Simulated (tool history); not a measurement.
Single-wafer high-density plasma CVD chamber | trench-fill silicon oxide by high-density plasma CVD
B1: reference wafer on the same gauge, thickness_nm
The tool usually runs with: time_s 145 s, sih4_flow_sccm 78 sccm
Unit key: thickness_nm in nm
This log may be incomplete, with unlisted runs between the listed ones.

run 1 day=0 | time_s=131 sih4_flow_sccm=78 | B1=1380.176 | thickness_nm=1074.321
run 2 day=4.325 | time_s=131 sih4_flow_sccm=78 | B1=1380.435 | thickness_nm=1076.287
run 3 day=6.646 | time_s=131 sih4_flow_sccm=78 | B1=1378.779 | thickness_nm=1073.269
run 4 day=10.046 | time_s=145 sih4_flow_sccm=78 | B1=1378.108 | thickness_nm=1188.339
run 5 day=12.054 | time_s=145 sih4_flow_sccm=78 | B1=1379.273 | thickness_nm=1186.931
run 6 day=14.496 | time_s=145 sih4_flow_sccm=78 | B1=1380.21 | thickness_nm=1190.802
run 7 day=17.95 | time_s=145 sih4_flow_sccm=78 | B1=1378.695 | thickness_nm=1190.458
run 8 day=19.938 | time_s=145 sih4_flow_sccm=78 | B1=1379.854 | thickness_nm=1187.591
run 9 day=23.342 | time_s=145 sih4_flow_sccm=78 | B1=1379.68 | thickness_nm=1267.558
run 10 day=26.762 | time_s=145 sih4_flow_sccm=78 | B1=1380.386 | thickness_nm=1268.678
run 11 day=29.788 | time_s=145 sih4_flow_sccm=78 | B1=1380.109 | thickness_nm=1265.724
run 12 day=32.025 | time_s=145 sih4_flow_sccm=78 | B1=1380.089 | thickness_nm=1259.971
run 13 day=35.317 | time_s=155 sih4_flow_sccm=71 | B1=1380.766 | thickness_nm=1223.581
run 14 day=39.5 | time_s=131 sih4_flow_sccm=78 | B1=1379.387 | thickness_nm=1125.378
run 15 day=41.079 | time_s=165 sih4_flow_sccm=70 | B1=1379.04 | thickness_nm=1277.977
run 16 day=43.225 | time_s=145 sih4_flow_sccm=78 | B1=1380.683 | thickness_nm=1243.76
run 17 day=46.538 | time_s=145 sih4_flow_sccm=78 | B1=1380.467 | thickness_nm=1240.758
run 18 day=50.554 | time_s=121 sih4_flow_sccm=65 | B1=1379.478 | thickness_nm=867.458
run 19 day=56.788 | time_s=154 sih4_flow_sccm=78 | B1=1378.779 | thickness_nm=1309.184
run 20 day=59.1 | time_s=157 sih4_flow_sccm=93 | B1=1379.652 | thickness_nm=1588.737
run 21 day=63.075 | time_s=122 sih4_flow_sccm=78 | B1=1379.864 | thickness_nm=1034.893
run 22 day=65.496 | time_s=145 sih4_flow_sccm=78 | B1=1379.456 | thickness_nm=1229.526
run 23 day=67.321 | time_s=145 sih4_flow_sccm=78 | B1=1379.828 | thickness_nm=1229.676
run 24 day=71.354 | time_s=169 sih4_flow_sccm=78 | B1=1380.06 | thickness_nm=1425.846

The log once held 2 entries between its listed runs, left out of this copy. Where does each go, and what is different about the tool's unlogged condition between the listed run before it and the listed run after it?
Logged between run 8 and run 9: silane flow controller replaced (day 21.642); gauge calibrated (day 22.667)
  delivered silane flow above the setpoint (%): -5.87 -> 0.628
  the result without the hidden state subtracted from the measured one, thickness_nm: -71.522 -> +7.663 nm
